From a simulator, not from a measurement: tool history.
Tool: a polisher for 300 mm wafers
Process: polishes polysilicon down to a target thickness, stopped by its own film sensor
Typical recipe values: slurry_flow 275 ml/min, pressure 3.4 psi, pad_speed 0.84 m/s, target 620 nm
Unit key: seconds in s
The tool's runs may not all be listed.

run	day	slurry_flow	pressure	pad_speed	target	incoming thickness of the incoming film, nm	seconds
1	0.000	275	3.4	0.84	620	1074.1	59.7
2	1.029	275	3.4	0.84	620	1086.6	61.9
3	1.400	275	3.4	0.84	620	1070.5	58.6
4	2.108	275	3.4	0.84	620	1076.9	59.3
5	2.779	275	3.4	0.84	620	1095.6	61.1
# day 3.167: worn pad replaced by a new one
6	3.338	275	3.4	0.84	620	1082.8	60.5
7	3.954	275	3.4	1.00	620	1067.7	51.5
8	4.229	275	3.4	1.00	620	1068.6	50.4
# day 5.100: slurry nozzle cleaned
9	6.346	275	3.4	1.00	620	1067.9	49.9
10	6.704	275	3.4	0.84	620	1061.4	55.8
# day 7.004: worn pad replaced by a new one
11	7.125	275	3.4	0.84	620	1078.4	58.2
12	7.575	275	3.4	0.84	620	1081.7	58.9
13	7.988	275	3.4	1.06	557	1061.5	52.5
# day 8.083: head pressure recalibrated
14	8.242	275	4.6	0.68	554	1063.3	58.3
15	9.975	275	3.4	1.02	511	1091.5	67.8
# day 10.192: worn pad replaced by a new one
16	10.279	275	2.8	0.84	620	1063.9	73.7
17	10.642	245	4.0	0.54	460	1074.4	93.0
18	11.042	275	3.4	0.84	620	1087.6	61.3
19	11.629	275	3.4	0.84	620	1073.2	59.4
20	12.200	275	3.4	0.84	620	1074.7	59.7
21	12.600	275	3.4	1.00	620	1099.4	57.1
22	13.088	275	3.0	1.04	620	1083.5	57.4
# day 13.588: worn pad replaced by a new one
23	13.600	340	3.4	0.84	620	1093.9	62.0
24	14.062	225	3.4	0.84	620	1065.1	58.7

Forecast each of these 4 alternatives for the next run:
A	14.079	275	3.4	0.84	620	1077.7	?
B	14.079	275	3.4	0.70	620	1077.7	?
C	14.079	205	3.4	0.56	523	1077.7	?
D	14.079	235	3.4	0.84	699	1077.7	?

run	seconds
A	60.5
B	68.5
C	98.4
D	50.8
The same runs, with their run-to-run variation unchanged, on a tool lacking any hidden condition would have given:
run	seconds
A	62.4
B	70.6
C	101.4
D	52.4
